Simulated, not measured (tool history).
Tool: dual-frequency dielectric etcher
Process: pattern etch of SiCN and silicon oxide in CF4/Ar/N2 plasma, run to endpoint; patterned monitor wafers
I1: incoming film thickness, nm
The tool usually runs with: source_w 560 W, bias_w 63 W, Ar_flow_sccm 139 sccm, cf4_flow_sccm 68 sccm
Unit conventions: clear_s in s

Run 1, hour 0.0: usual settings; I1 11.33. Result: clear_s 12.0 s.
Run 2, hour 7.8: usual settings; I1 11.22. Result: clear_s 11.9 s.
Run 3, hour 16.5: usual settings; I1 11.29. Result: clear_s 12.0 s.
Run 4, hour 31.2: usual settings; I1 11.30. Result: clear_s 11.9 s.
Run 5, hour 47.4: usual settings; I1 11.38. Result: clear_s 12.2 s.
Run 6, hour 54.5: usual settings; I1 11.33. Result: clear_s 12.0 s.
Run 7, hour 66.0: usual settings; I1 11.38. Result: clear_s 12.2 s.
Run 8, hour 81.2: usual settings; I1 11.40. Result: clear_s 12.2 s.
Run 9, hour 94.0: usual settings; I1 11.39. Result: clear_s 12.2 s.
At hour 102.0: source power generator calibrated.
Run 10, hour 108.4: usual settings but bias_w 67 W; I1 11.22. Result: clear_s 11.8 s.
Run 11, hour 118.7: usual settings but source_w 440 W, bias_w 69 W, Ar_flow_sccm 156 sccm, cf4_flow_sccm 77 sccm; I1 11.35. Result: clear_s 15.8 s.
At hour 140.7: Ar flow controller replaced.
At hour 142.7: wet clean of the chamber.
At hour 143.1: CF4 flow controller replaced.
Run 12, hour 143.6: usual settings but source_w 690 W, Ar_flow_sccm 171 sccm; I1 11.26. Result: clear_s 9.5 s.
Run 13, hour 146.1: usual settings; I1 11.22. Result: clear_s 11.5 s.
Run 14, hour 163.9: usual settings but cf4_flow_sccm 64 sccm; I1 11.39. Result: clear_s 11.8 s.
At hour 187.4: bias power generator calibrated.
At hour 189.4: upper electrode replaced.
Run 15, hour 195.0: usual settings but source_w 670 W, cf4_flow_sccm 76 sccm; I1 11.35. Result: clear_s 9.4 s.
Run 16, hour 206.0: usual settings but source_w 630 W, bias_w 71 W; I1 11.33. Result: clear_s 9.9 s.
Run 17, hour 221.6: usual settings but bias_w 73 W, Ar_flow_sccm 113 sccm, cf4_flow_sccm 56 sccm; I1 11.19. Result: clear_s 10.8 s.
Run 18, hour 238.0: usual settings but source_w 430 W; I1 11.26. Result: clear_s 15.7 s.
Run 19, hour 244.6: usual settings but source_w 650 W, bias_w 75 W, Ar_flow_sccm 120 sccm, cf4_flow_sccm 55 sccm; I1 11.27. Result: clear_s 9.3 s.
Run 20, hour 256.1: usual settings; I1 11.28. Result: clear_s 11.7 s.
Run 21, hour 265.9: usual settings but source_w 620 W, Ar_flow_sccm 154 sccm; I1 11.32. Result: clear_s 10.6 s.
Run 22, hour 278.8: usual settings but source_w 690 W, Ar_flow_sccm 171 sccm; I1 11.27. Result: clear_s 9.7 s.
Run 23, hour 288.6: usual settings but source_w 650 W, bias_w 50 W, cf4_flow_sccm 52 sccm; I1 11.31. Result: clear_s 11.3 s.
Run 24, hour 297.2: usual settings but Ar_flow_sccm 169 sccm, cf4_flow_sccm 53 sccm; I1 11.23. Result: clear_s 12.8 s.

Each row is a separate what-if for the run after 24, all from the same tool condition, not one after another. Results?
Run A, hour 297.6: usual settings; I1 11.42. Result: clear_s ?.
Run B, hour 297.6: usual settings but Ar_flow_sccm 128 sccm; I1 11.42. Result: clear_s ?.
Run C, hour 297.6: usual settings but bias_w 53 W, Ar_flow_sccm 106 sccm, cf4_flow_sccm 80 sccm; I1 11.42. Result: clear_s ?.
Run D, hour 297.6: usual settings but bias_w 52 W, Ar_flow_sccm 119 sccm; I1 11.42. Result: clear_s ?.

run  clear_s
  A     11.9
  B     11.7
  C     11.6
  D     12.4
Without the tool's unlogged condition, the same runs would have read:
run  clear_s
  A     11.7
  B     11.5
  C     11.4
  D     12.1
